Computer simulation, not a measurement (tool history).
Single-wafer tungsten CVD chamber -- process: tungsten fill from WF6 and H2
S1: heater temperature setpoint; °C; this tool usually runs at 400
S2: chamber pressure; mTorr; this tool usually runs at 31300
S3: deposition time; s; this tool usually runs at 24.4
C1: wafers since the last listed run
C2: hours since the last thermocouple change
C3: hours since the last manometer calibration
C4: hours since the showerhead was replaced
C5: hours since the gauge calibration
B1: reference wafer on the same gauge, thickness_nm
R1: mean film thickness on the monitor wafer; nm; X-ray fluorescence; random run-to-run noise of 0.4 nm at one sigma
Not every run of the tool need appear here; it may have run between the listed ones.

run 1 day=0.000 | S1=400 S2=31300 S3=24.4 | C1=0 C2=1703.8 C3=826.9 C4=3434.7 C5=216.9 | B1=78.551 | R1=73.087
run 2 day=1.617 | S1=400 S2=31300 S3=24.4 | C1=898 C2=1742.6 C3=865.7 C4=3473.5 C5=255.7 | B1=78.353 | R1=72.544
run 3 day=4.321 | S1=400 S2=31300 S3=24.4 | C1=1502 C2=1807.5 C3=930.6 C4=3538.4 C5=320.6 | B1=78.189 | R1=72.136
run 4 day=6.933 | S1=400 S2=31300 S3=24.4 | C1=1451 C2=1870.2 C3=993.3 C4=3601.1 C5=383.3 | B1=78.083 | R1=72.297
run 5 day=8.354 | S1=400 S2=31300 S3=24.4 | C1=789 C2=1904.3 C3=1027.4 C4=3635.2 C5=417.4 | B1=77.932 | R1=72.634
run 6 day=14.321 | S1=400 S2=31300 S3=24.4 | C1=3314 C2=2047.5 C3=1170.6 C4=3778.4 C5=560.6 | B1=77.587 | R1=71.245
-- day=15.492 gauge calibrated
run 7 day=17.125 | S1=396 S2=31300 S3=24.4 | C1=1557 C2=2114.8 C3=1237.9 C4=3845.7 C5=39.2 | B1=78.938 | R1=67.179
run 8 day=18.962 | S1=396 S2=31300 S3=24.4 | C1=1020 C2=2158.9 C3=1282.0 C4=3889.8 C5=83.3 | B1=78.895 | R1=67.143
run 9 day=20.296 | S1=396 S2=31300 S3=24.4 | C1=740 C2=2190.9 C3=1314.0 C4=3921.8 C5=115.3 | B1=78.896 | R1=66.887
run 10 day=23.092 | S1=400 S2=31300 S3=24.4 | C1=1553 C2=2258.0 C3=1381.1 C4=3988.9 C5=182.4 | B1=78.609 | R1=73.379
run 11 day=25.167 | S1=411 S2=33600 S3=25.8 | C1=1152 C2=2307.8 C3=1430.9 C4=4038.7 C5=232.2 | B1=78.500 | R1=98.362
run 12 day=28.146 | S1=408 S2=35900 S3=26.1 | C1=1654 C2=2379.3 C3=1502.4 C4=4110.2 C5=303.7 | B1=78.168 | R1=96.881
-- day=29.117 capacitance manometer re-zeroed and calibrated
-- day=29.633 thermocouple changed; heater temperature recalibrated
run 13 day=34.917 | S1=400 S2=31300 S3=22.4 | C1=3390 C2=126.8 C3=139.2 C4=4272.7 C5=466.2 | B1=77.790 | R1=66.485
run 14 day=36.538 | S1=414 S2=34300 S3=19.9 | C1=900 C2=165.7 C3=178.1 C4=4311.6 C5=505.1 | B1=77.493 | R1=79.774
-- day=37.117 showerhead replaced
run 15 day=37.846 | S1=400 S2=24100 S3=24.4 | C1=541 C2=197.1 C3=209.5 C4=17.5 C5=536.5 | B1=77.565 | R1=64.751
run 16 day=40.542 | S1=392 S2=31300 S3=24.4 | C1=1497 C2=261.8 C3=274.2 C4=82.2 C5=601.2 | B1=77.262 | R1=60.158
-- day=40.812 gauge calibrated
run 17 day=42.462 | S1=400 S2=31300 S3=24.4 | C1=1066 C2=307.9 C3=320.3 C4=128.3 C5=39.6 | B1=79.456 | R1=73.650
run 18 day=44.112 | S1=400 S2=31300 S3=24.4 | C1=916 C2=347.5 C3=359.9 C4=167.9 C5=79.2 | B1=79.438 | R1=73.242
run 19 day=45.333 | S1=392 S2=31300 S3=21.6 | C1=678 C2=376.8 C3=389.2 C4=197.2 C5=108.5 | B1=79.328 | R1=54.482
run 20 day=48.088 | S1=400 S2=24400 S3=24.4 | C1=1529 C2=442.9 C3=455.3 C4=263.3 C5=174.6 | B1=79.101 | R1=66.504
run 21 day=49.417 | S1=411 S2=29000 S3=27.2 | C1=738 C2=474.8 C3=487.2 C4=295.2 C5=206.5 | B1=78.993 | R1=98.750

Here are 4 independent what-if runs from the current tool condition. What would each one return?
run A day=49.433 | S1=400 S2=29200 S3=24.4 | C1=9 C2=475.2 C3=487.6 C4=295.6 C5=206.9 | B1=? | R1=?
run B day=49.433 | S1=396 S2=36700 S3=21.3 | C1=9 C2=475.2 C3=487.6 C4=295.6 C5=206.9 | B1=? | R1=?
run C day=49.433 | S1=400 S2=25100 S3=24.4 | C1=9 C2=475.2 C3=487.6 C4=295.6 C5=206.9 | B1=? | R1=?
run D day=49.433 | S1=388 S2=31300 S3=19.8 | C1=9 C2=475.2 C3=487.6 C4=295.6 C5=206.9 | B1=? | R1=?

run=A B1=79.147 R1=71.263
run=B B1=79.147 R1=62.603
run=C B1=79.147 R1=67.130
run=D B1=79.147 R1=45.780
Take away the tool's hidden state, keep each run's random variation, and the runs would have read:
run=A R1=71.503
run=B R1=62.814
run=C R1=67.356
run=D R1=45.935
